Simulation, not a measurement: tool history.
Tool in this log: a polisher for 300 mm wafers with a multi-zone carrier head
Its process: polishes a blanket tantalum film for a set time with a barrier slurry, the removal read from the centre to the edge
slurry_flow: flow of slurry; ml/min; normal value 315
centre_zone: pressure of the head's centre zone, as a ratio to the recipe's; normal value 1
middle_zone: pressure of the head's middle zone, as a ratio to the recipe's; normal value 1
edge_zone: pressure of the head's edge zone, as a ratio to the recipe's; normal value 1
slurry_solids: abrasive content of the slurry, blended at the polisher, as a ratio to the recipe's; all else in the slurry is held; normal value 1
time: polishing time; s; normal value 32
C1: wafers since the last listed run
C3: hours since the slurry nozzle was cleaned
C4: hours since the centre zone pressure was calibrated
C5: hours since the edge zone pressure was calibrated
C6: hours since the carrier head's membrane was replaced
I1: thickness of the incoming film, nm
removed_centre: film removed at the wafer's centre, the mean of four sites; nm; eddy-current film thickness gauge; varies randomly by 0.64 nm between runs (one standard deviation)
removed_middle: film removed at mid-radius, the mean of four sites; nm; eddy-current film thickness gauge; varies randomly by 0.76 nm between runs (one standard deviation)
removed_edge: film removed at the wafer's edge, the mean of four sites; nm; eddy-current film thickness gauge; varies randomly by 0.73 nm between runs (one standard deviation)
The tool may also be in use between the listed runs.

run 1 hour=0 | slurry_flow=315 centre_zone=1 middle_zone=1 edge_zone=1.07 slurry_solids=1 time=32 | C1=0 wafers_polished_on_this_pad=1079 C3=94.8 C4=525.3 C5=1065 C6=781.4 | I1=355.5 | removed_centre=57.3 removed_middle=60.3 removed_edge=64
-- hour=43.2 worn pad replaced by a new one
run 2 hour=54.4 | slurry_flow=260 centre_zone=1 middle_zone=1 edge_zone=1 slurry_solids=1 time=38 | C1=504 wafers_polished_on_this_pad=112 C3=149.2 C4=579.7 C5=1119.4 C6=835.8 | I1=351 | removed_centre=68.4 removed_middle=70.2 removed_edge=71.2
run 3 hour=87 | slurry_flow=260 centre_zone=1 middle_zone=1 edge_zone=1 slurry_solids=1 time=38 | C1=326 wafers_polished_on_this_pad=438 C3=181.8 C4=612.3 C5=1152 C6=868.4 | I1=356.8 | removed_centre=66.2 removed_middle=70.4 removed_edge=73.1
run 4 hour=119.8 | slurry_flow=260 centre_zone=1 middle_zone=1 edge_zone=1 slurry_solids=1 time=38 | C1=328 wafers_polished_on_this_pad=766 C3=214.6 C4=645.1 C5=1184.8 C6=901.2 | I1=349.1 | removed_centre=67.5 removed_middle=71 removed_edge=70.2
-- hour=143.9 slurry nozzle cleaned
run 5 hour=158.5 | slurry_flow=315 centre_zone=1 middle_zone=1 edge_zone=1 slurry_solids=1 time=28 | C1=377 wafers_polished_on_this_pad=1143 C3=14.6 C4=683.8 C5=1223.5 C6=939.9 | I1=347.7 | removed_centre=50.7 removed_middle=52.9 removed_edge=55.2
-- hour=192.4 worn pad replaced by a new one
run 6 hour=192.9 | slurry_flow=315 centre_zone=1 middle_zone=1 edge_zone=1 slurry_solids=1 time=28 | C1=304 wafers_polished_on_this_pad=4 C3=49 C4=718.2 C5=1257.9 C6=974.3 | I1=344.9 | removed_centre=50.2 removed_middle=53.8 removed_edge=53.4
run 7 hour=219.2 | slurry_flow=315 centre_zone=1 middle_zone=1 edge_zone=0.93 slurry_solids=1 time=32 | C1=263 wafers_polished_on_this_pad=268 C3=75.3 C4=744.5 C5=1284.2 C6=1000.6 | I1=353.5 | removed_centre=58.4 removed_middle=61.6 removed_edge=59.2
run 8 hour=236.6 | slurry_flow=315 centre_zone=1 middle_zone=1 edge_zone=0.93 slurry_solids=1 time=32 | C1=174 wafers_polished_on_this_pad=442 C3=92.7 C4=761.9 C5=1301.6 C6=1018 | I1=348.5 | removed_centre=56.6 removed_middle=60.7 removed_edge=59.4
run 9 hour=265.7 | slurry_flow=315 centre_zone=1 middle_zone=1.08 edge_zone=1 slurry_solids=1 time=32 | C1=291 wafers_polished_on_this_pad=733 C3=121.8 C4=791 C5=1330.7 C6=1047.1 | I1=349.9 | removed_centre=57.3 removed_middle=65.4 removed_edge=60.2
run 10 hour=285.3 | slurry_flow=315 centre_zone=1 middle_zone=1.08 edge_zone=1 slurry_solids=1 time=32 | C1=196 wafers_polished_on_this_pad=929 C3=141.4 C4=810.6 C5=1350.3 C6=1066.7 | I1=349.9 | removed_centre=57.7 removed_middle=65.1 removed_edge=62.8
-- hour=300.2 centre zone pressure recalibrated
run 11 hour=304.4 | slurry_flow=255 centre_zone=1.06 middle_zone=1 edge_zone=0.88 slurry_solids=1 time=32 | C1=171 wafers_polished_on_this_pad=1100 C3=160.5 C4=4.2 C5=1369.4 C6=1085.8 | I1=352.9 | removed_centre=54.6 removed_middle=59.8 removed_edge=57.8
run 12 hour=326.3 | slurry_flow=405 centre_zone=1.1 middle_zone=1.06 edge_zone=1 slurry_solids=1 time=32 | C1=219 wafers_polished_on_this_pad=1319 C3=182.4 C4=26.1 C5=1391.3 C6=1107.7 | I1=350.8 | removed_centre=59.4 removed_middle=66.7 removed_edge=62.6
-- hour=349.2 worn pad replaced by a new one
run 13 hour=362.1 | slurry_flow=315 centre_zone=1.1 middle_zone=1 edge_zone=1 slurry_solids=1 time=32 | C1=318 wafers_polished_on_this_pad=129 C3=218.2 C4=61.9 C5=1427.1 C6=1143.5 | I1=352.9 | removed_centre=58.4 removed_middle=62.1 removed_edge=61.8
run 14 hour=397.2 | slurry_flow=315 centre_zone=1 middle_zone=1 edge_zone=1 slurry_solids=1 time=32 | C1=351 wafers_polished_on_this_pad=480 C3=253.3 C4=97 C5=1462.2 C6=1178.6 | I1=348.5 | removed_centre=53 removed_middle=61.6 removed_edge=61.1
-- hour=419.4 centre zone pressure recalibrated, repeated, since the last time left the tool worse
-- hour=423 edge zone pressure recalibrated
-- hour=423.2 carrier head's membrane replaced by a new one
run 15 hour=431.1 | slurry_flow=315 centre_zone=1.11 middle_zone=1 edge_zone=1 slurry_solids=1 time=32 | C1=297 wafers_polished_on_this_pad=777 C3=287.2 C4=11.7 C5=8.1 C6=7.9 | I1=350.1 | removed_centre=67.6 removed_middle=60.4 removed_edge=61.3
-- hour=451.7 slurry nozzle cleaned
run 16 hour=460.9 | slurry_flow=315 centre_zone=1.09 middle_zone=1 edge_zone=1 slurry_solids=1 time=32 | C1=288 wafers_polished_on_this_pad=1065 C3=9.2 C4=41.5 C5=37.9 C6=37.7 | I1=346.7 | removed_centre=65.8 removed_middle=61.2 removed_edge=63.2
-- hour=491.7 worn pad replaced by a new one
run 17 hour=492.2 | slurry_flow=315 centre_zone=1 middle_zone=1 edge_zone=1 slurry_solids=1 time=32 | C1=273 wafers_polished_on_this_pad=5 C3=40.5 C4=72.8 C5=69.2 C6=69 | I1=346.2 | removed_centre=59.9 removed_middle=61.5 removed_edge=62.5
run 18 hour=508.6 | slurry_flow=315 centre_zone=1 middle_zone=1 edge_zone=0.91 slurry_solids=1 time=27 | C1=164 wafers_polished_on_this_pad=169 C3=56.9 C4=89.2 C5=85.6 C6=85.4 | I1=349 | removed_centre=51 removed_middle=51.1 removed_edge=50.8
run 19 hour=533.2 | slurry_flow=315 centre_zone=1 middle_zone=1.08 edge_zone=1 slurry_solids=1 time=32 | C1=246 wafers_polished_on_this_pad=415 C3=81.5 C4=113.8 C5=110.2 C6=110 | I1=355.1 | removed_centre=61.6 removed_middle=63.8 removed_edge=61.4
run 20 hour=551 | slurry_flow=315 centre_zone=1 middle_zone=0.9 edge_zone=0.92 slurry_solids=0.9 time=29 | C1=178 wafers_polished_on_this_pad=593 C3=99.3 C4=131.6 C5=128 C6=127.8 | I1=350.7 | removed_centre=53.2 removed_middle=48.9 removed_edge=52.2
run 21 hour=573.2 | slurry_flow=375 centre_zone=1 middle_zone=1 edge_zone=1 slurry_solids=1 time=23 | C1=222 wafers_polished_on_this_pad=815 C3=121.5 C4=153.8 C5=150.2 C6=150 | I1=346.3 | removed_centre=43.9 removed_middle=43.9 removed_edge=46.3

What if the next run were any one of these 4? Each begins from the tool's condition after run 21:
run A hour=573.6 | slurry_flow=315 centre_zone=1 middle_zone=1 edge_zone=1 slurry_solids=1 time=32 | C1=4 wafers_polished_on_this_pad=819 C3=121.9 C4=154.2 C5=150.6 C6=150.4 | I1=350.9 | removed_centre=? removed_middle=? removed_edge=?
run B hour=573.6 | slurry_flow=315 centre_zone=1 middle_zone=1 edge_zone=1 slurry_solids=0.9 time=36 | C1=4 wafers_polished_on_this_pad=819 C3=121.9 C4=154.2 C5=150.6 C6=150.4 | I1=350.9 | removed_centre=? removed_middle=? removed_edge=?
run C hour=573.6 | slurry_flow=315 centre_zone=1 middle_zone=1.06 edge_zone=1 slurry_solids=1 time=32 | C1=4 wafers_polished_on_this_pad=819 C3=121.9 C4=154.2 C5=150.6 C6=150.4 | I1=350.9 | removed_centre=? removed_middle=? removed_edge=?
run D hour=573.6 | slurry_flow=210 centre_zone=1 middle_zone=1 edge_zone=1.06 slurry_solids=1 time=26 | C1=4 wafers_polished_on_this_pad=819 C3=121.9 C4=154.2 C5=150.6 C6=150.4 | I1=350.9 | removed_centre=? removed_middle=? removed_edge=?

run=A removed_centre=60.3 removed_middle=61.8 removed_edge=62
run=B removed_centre=65.7 removed_middle=67.4 removed_edge=67.6
run=C removed_centre=60.3 removed_middle=64.8 removed_edge=61.9
run=D removed_centre=46.1 removed_middle=47.6 removed_edge=49.8
Without the tool's hidden state the same runs would have given:
run=A removed_centre=61.1 removed_middle=61.8 removed_edge=62
run=B removed_centre=66.6 removed_middle=67.4 removed_edge=67.6
run=C removed_centre=61.1 removed_middle=64.8 removed_edge=61.9
run=D removed_centre=46.8 removed_middle=47.6 removed_edge=49.8

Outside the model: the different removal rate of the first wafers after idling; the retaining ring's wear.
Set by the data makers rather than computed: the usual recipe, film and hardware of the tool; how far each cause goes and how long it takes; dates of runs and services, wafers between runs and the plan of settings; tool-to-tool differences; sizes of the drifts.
